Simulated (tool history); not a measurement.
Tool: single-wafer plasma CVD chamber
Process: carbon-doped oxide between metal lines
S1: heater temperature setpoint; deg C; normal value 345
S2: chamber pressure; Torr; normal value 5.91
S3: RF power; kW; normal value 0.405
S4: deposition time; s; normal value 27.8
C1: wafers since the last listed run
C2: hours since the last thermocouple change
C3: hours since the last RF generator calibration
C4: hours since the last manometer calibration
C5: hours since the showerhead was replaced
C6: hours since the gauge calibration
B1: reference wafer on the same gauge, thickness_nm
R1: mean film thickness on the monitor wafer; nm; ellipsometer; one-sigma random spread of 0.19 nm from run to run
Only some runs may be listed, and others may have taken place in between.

run,day,S1,S2,S3,S4,C1,C2,C3,C4,C5,C6,B1,R1
1,0.000,345,5.91,0.405,27.8,0,1874.6,840.3,1876.7,3838.9,368.6,136.955,128.701
2,1.188,345,5.91,0.405,27.8,781,1903.1,868.8,1905.2,3867.4,397.1,137.139,129.283
3,2.608,345,5.91,0.405,27.8,935,1937.2,902.9,1939.3,3901.5,431.2,136.990,128.922
4,3.162,345,5.91,0.405,27.8,364,1950.5,916.2,1952.6,3914.8,444.5,136.996,128.979
5,4.217,336,5.91,0.405,27.8,694,1975.8,941.5,1977.9,3940.1,469.8,136.991,132.345
6,5.121,336,5.91,0.405,27.8,595,1997.5,963.2,1999.6,3961.8,491.5,137.016,132.443
# day 6.483: RF generator calibrated
7,6.504,336,5.91,0.405,27.8,691,2030.7,0.5,2032.8,3995.0,524.7,136.933,133.192
8,7.296,349,5.91,0.405,27.8,521,2049.7,19.5,2051.8,4014.0,543.7,137.020,128.916
9,8.162,345,5.91,0.405,24.4,570,2070.5,40.3,2072.6,4034.8,564.5,136.995,114.348
10,8.679,345,5.91,0.405,27.8,340,2082.9,52.7,2085.0,4047.2,576.9,136.942,130.246
11,9.646,345,5.91,0.455,27.8,636,2106.1,75.9,2108.2,4070.4,600.1,136.938,144.792
# day 10.971: thermocouple changed; heater temperature recalibrated
12,10.992,359,5.91,0.405,27.8,666,0.5,108.2,2140.5,4102.7,632.4,136.974,123.786
13,11.571,345,7.25,0.335,27.8,381,14.4,122.1,2154.4,4116.6,646.3,136.955,106.692
14,13.329,340,4.64,0.405,32.0,1157,56.6,164.3,2196.6,4158.8,688.5,137.139,145.364
# day 15.100: showerhead replaced
15,16.900,337,4.66,0.385,27.8,2131,142.3,250.0,2282.3,43.2,774.2,136.933,121.716
16,17.592,345,5.91,0.405,27.8,455,158.9,266.6,2298.9,59.8,790.8,136.882,127.808
17,18.858,345,5.91,0.345,27.8,834,189.3,297.0,2329.3,90.2,821.2,137.067,108.618
# day 19.375: gauge calibrated
# day 19.421: capacitance manometer re-zeroed and calibrated
18,19.629,345,5.91,0.405,27.8,288,207.8,315.5,5.0,108.7,6.1,137.034,127.819
19,20.571,345,5.91,0.405,27.8,620,230.4,338.1,27.6,131.3,28.7,136.937,127.905
20,21.083,337,5.45,0.455,22.9,337,242.7,350.4,39.9,143.6,41.0,136.980,119.549
21,22.192,333,5.91,0.405,27.8,729,269.3,377.0,66.5,170.2,67.6,137.020,131.896
22,23.375,345,5.91,0.405,27.8,779,297.7,405.4,94.9,198.6,96.0,136.984,127.788
23,24.617,351,4.55,0.405,27.8,817,327.5,435.2,124.7,228.4,125.8,137.110,122.576
24,26.012,345,5.91,0.405,27.8,919,361.0,468.7,158.2,261.9,159.3,136.977,127.427
25,27.412,345,5.91,0.405,27.8,921,394.6,502.3,191.8,295.5,192.9,137.001,127.648
26,28.146,345,5.91,0.405,27.8,482,412.2,519.9,209.4,313.1,210.5,137.024,127.964
27,28.754,359,4.94,0.405,27.8,400,426.8,534.5,224.0,327.7,225.1,137.080,121.721

Below are 5 alternative next runs, each starting from the tool's condition after run 27. Predict each:
A,28.771,345,5.91,0.405,27.8,10,427.2,534.9,224.4,328.1,225.5,?,?
B,28.771,345,5.10,0.460,27.8,10,427.2,534.9,224.4,328.1,225.5,?,?
C,28.771,357,4.73,0.405,27.8,10,427.2,534.9,224.4,328.1,225.5,?,?
D,28.771,345,5.26,0.430,30.1,10,427.2,534.9,224.4,328.1,225.5,?,?
E,28.771,345,5.91,0.405,23.8,10,427.2,534.9,224.4,328.1,225.5,?,?

run,B1,R1
A,136.992,127.826
B,136.992,141.802
C,136.992,121.441
D,136.992,144.955
E,136.992,109.703
With no hidden state in the tool, these same runs would have given:
run,R1
A,128.575
B,142.526
C,122.149
D,145.804
E,110.346

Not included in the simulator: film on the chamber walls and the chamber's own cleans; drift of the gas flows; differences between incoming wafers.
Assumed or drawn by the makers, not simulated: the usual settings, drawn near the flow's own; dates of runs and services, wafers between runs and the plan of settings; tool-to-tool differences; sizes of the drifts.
